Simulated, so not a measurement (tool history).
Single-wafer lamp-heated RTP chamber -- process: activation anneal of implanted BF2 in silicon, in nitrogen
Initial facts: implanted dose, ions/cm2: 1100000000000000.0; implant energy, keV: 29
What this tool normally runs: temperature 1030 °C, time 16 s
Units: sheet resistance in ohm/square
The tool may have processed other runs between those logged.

run	hour	temperature	time	read-back reference wafer on the same gauge, sheet resistance	sheet resistance
1	0.0	1048	16	163.86	145.79
2	33.8	1048	16	164.04	144.49
3	69.7	1048	16	163.94	144.67
4	105.5	1047	16	164.06	144.56
5	144.5	1047	16	163.97	144.59
# hour 165.3: pyrometer window cleaned and pyrometer calibrated
6	194.1	1030	13	164.15	158.57
7	244.5	1030	13	164.05	158.91
8	273.3	1030	16	163.98	154.77
# hour 298.4: reflector plate cleaned
9	341.7	1021	16	163.94	161.87
10	397.7	1030	16	164.01	153.98
11	442.7	1030	16	163.98	154.65
12	495.4	1030	16	163.94	153.32
13	567.2	1008	13	164.07	171.80
# hour 633.8: pyrometer window cleaned and pyrometer calibrated
14	634.3	1008	13	163.96	176.16
15	682.2	1030	16	163.91	155.37
16	724.9	1030	16	163.78	156.08
17	756.0	1023	16	164.00	160.59
18	781.2	1023	16	164.08	159.32
# hour 847.7: reflector plate cleaned
19	848.8	1030	11	163.92	160.71
20	890.4	1020	22	164.08	155.38
# hour 897.8: gauge calibrated
21	958.7	1030	16	164.03	154.07
22	995.5	1008	13	164.11	172.59
23	1054.9	1030	16	164.09	152.91
24	1089.8	1050	16	163.92	141.33
25	1143.9	1038	9	163.87	154.82
# hour 1172.1: pyrometer window cleaned and pyrometer calibrated
26	1192.5	1059	16	163.95	139.74
27	1240.1	1013	7	164.14	181.71
28	1280.0	1017	16	164.05	164.53
29	1318.4	1051	11	163.83	149.11
30	1373.5	1053	16	164.14	142.71
# hour 1435.2: reflector plate cleaned
31	1548.3	1012	19	164.10	163.02
32	1579.9	1040	9	163.99	155.02
# hour 1636.4: pyrometer window cleaned and pyrometer calibrated
33	1768.5	1018	19	163.81	160.33
34	1797.5	1045	25	164.01	140.46
35	1828.9	1022	21	163.90	155.73
36	1874.5	1030	8	163.97	164.38

Difference, measured minus no-hidden-state, one row per run. Run-to-run variation is common to both terms; the gauge's own scatter need not be:
Hidden conditions of the tool in this case: true wafer temperature minus pyrometer reading, K; wafer temperature error from the tarnished reflector plate, K; gauge reads high (%).
run	sheet resistance
1	-0.91
2	-1.16
3	-1.46
4	-1.81
5	-2.22
6	-0.41
7	-0.50
8	-0.58
9	-1.11
10	-1.30
11	-1.70
12	-2.22
13	-4.95
14	-0.60
15	-0.41
16	-0.52
17	-0.73
18	-0.86
19	-1.24
20	-1.79
21	-2.16
22	-4.13
23	-3.33
24	-3.22
25	-4.70
26	-0.43
27	-0.91
28	-0.99
29	-0.79
30	-1.01
31	-4.20
32	-3.27
33	-0.85
34	-0.63
35	-1.16
36	-1.53
